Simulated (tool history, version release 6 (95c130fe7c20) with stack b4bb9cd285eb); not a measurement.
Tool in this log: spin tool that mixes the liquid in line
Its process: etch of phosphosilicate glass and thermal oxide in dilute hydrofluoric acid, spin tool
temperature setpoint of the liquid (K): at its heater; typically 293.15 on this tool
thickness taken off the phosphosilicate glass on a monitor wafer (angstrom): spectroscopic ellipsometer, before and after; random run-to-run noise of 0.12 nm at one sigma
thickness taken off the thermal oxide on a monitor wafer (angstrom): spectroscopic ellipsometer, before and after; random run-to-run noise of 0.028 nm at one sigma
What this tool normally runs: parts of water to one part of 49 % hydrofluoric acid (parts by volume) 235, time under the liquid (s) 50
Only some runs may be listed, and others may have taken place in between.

| run | hour | temperature setpoint of the liquid (K) | parts of water to one part of 49 % hydrofluoric acid (parts by volume) | time under the liquid (s) | wafers since the last listed run | hours since the thermometer was replaced | hours since the hydrofluoric acid flow meter was replaced | hours since the gauge calibration | read-back film thickness of the phosphosilicate glass reference wafer, read on the same gauge (nm) | read-back film thickness of the thermal oxide reference wafer, read on the same gauge (nm) | thickness taken off the phosphosilicate glass on a monitor wafer (angstrom) | thickness taken off the thermal oxide on a monitor wafer (angstrom) |
|---|---|---|---|---|---|---|---|---|---|---|---|---|
| 1 | 0 | 293.15 | 235 | 50 | 0 | 1076.3 | 1725 | 4195.5 | 59.98 | 80.013 | 217.4 | 7.23 |
| 2 | 104.3 | 293.15 | 235 | 50 | 1492 | 1180.6 | 1829.3 | 4299.8 | 60.03 | 80 | 216 | 7.9 |
| 3 | 158.8 | 293.15 | 145 | 50 | 779 | 1235.1 | 1883.8 | 4354.3 | 59.98 | 80.016 | 382 | 13.55 |
| 4 | 253.1 | 293.15 | 235 | 50 | 1349 | 1329.4 | 1978.1 | 4448.6 | 60.05 | 79.987 | 216.9 | 7.34 |
| 5 | 316.5 | 298.15 | 300 | 70 | 907 | 1392.8 | 2041.5 | 4512 | 60.02 | 79.994 | 266 | 9.72 |
|  | 508.4 | gauge calibrated |
| 6 | 552.3 | 293.15 | 185 | 50 | 3374 | 1628.6 | 2277.3 | 43.9 | 60.02 | 79.965 | 288.6 | 9.62 |
| 7 | 635.4 | 293.15 | 125 | 35 | 1189 | 1711.7 | 2360.4 | 127 | 60 | 80.018 | 314.1 | 10.53 |
|  | 673 | hydrofluoric acid flow meter replaced |
|  | 803.2 | thermometer replaced |
| 8 | 817.9 | 297.15 | 350 | 30 | 2582 | 14.7 | 144.9 | 309.5 | 60.01 | 80.025 | 92.2 | 3.27 |
| 9 | 897.7 | 290.65 | 310 | 35 | 1141 | 94.5 | 224.7 | 389.3 | 60.04 | 80.012 | 100.3 | 3.5 |
| 10 | 969.5 | 293.15 | 235 | 50 | 1027 | 166.3 | 296.5 | 461.1 | 60.03 | 79.991 | 220.9 | 7.6 |
| 11 | 1008.3 | 293.15 | 235 | 50 | 555 | 205.1 | 335.3 | 499.9 | 59.98 | 79.995 | 220.8 | 8.09 |
| 12 | 1089.2 | 296.15 | 150 | 50 | 1157 | 286 | 416.2 | 580.8 | 59.99 | 79.989 | 421.1 | 13.84 |
| 13 | 1164.3 | 293.15 | 235 | 50 | 1074 | 361.1 | 491.3 | 655.9 | 59.99 | 80.007 | 218.8 | 7.81 |
| 14 | 1250.8 | 293.15 | 235 | 50 | 1237 | 447.6 | 577.8 | 742.4 | 60.01 | 80.069 | 218.6 | 7.16 |
| 15 | 1325.2 | 294.65 | 235 | 50 | 1064 | 522 | 652.2 | 816.8 | 60.03 | 80.016 | 230.9 | 7.85 |
| 16 | 1377.7 | 291.65 | 235 | 50 | 751 | 574.5 | 704.7 | 869.3 | 59.96 | 79.979 | 205.1 | 7.26 |
| 17 | 1468.3 | 290.15 | 235 | 35 | 1296 | 665.1 | 795.3 | 959.9 | 60 | 80.03 | 135.7 | 5.09 |
| 18 | 1516.3 | 297.65 | 235 | 50 | 686 | 713.1 | 843.3 | 1007.9 | 59.98 | 79.976 | 258.6 | 9.03 |
| 19 | 1617.6 | 297.15 | 190 | 50 | 1449 | 814.4 | 944.6 | 1109.2 | 60.02 | 79.996 | 329 | 11.45 |
| 20 | 1693.4 | 293.15 | 150 | 20 | 1084 | 890.2 | 1020.4 | 1185 | 59.96 | 79.987 | 147.5 | 5.25 |
| 21 | 1780.5 | 290.15 | 195 | 65 | 1246 | 977.3 | 1107.5 | 1272.1 | 60 | 80.005 | 313.8 | 10.58 |

Run 22 comes next. What will it give?
| 22 | 1843.1 | 297.15 | 160 | 50 | 895 | 1039.9 | 1170.1 | 1334.7 | ? | ? | ? | ? |

Run 22 produced read-back film thickness of the phosphosilicate glass reference wafer, read on the same gauge (nm) 60, read-back film thickness of the thermal oxide reference wafer, read on the same gauge (nm) 79.958, thickness taken off the phosphosilicate glass on a monitor wafer (angstrom) 404, thickness taken off the thermal oxide on a monitor wafer (angstrom) 14.22.
Without the tool's hidden state the same run would have given thickness taken off the phosphosilicate glass on a monitor wafer (angstrom) 414.9, thickness taken off the thermal oxide on a monitor wafer (angstrom) 14.6.
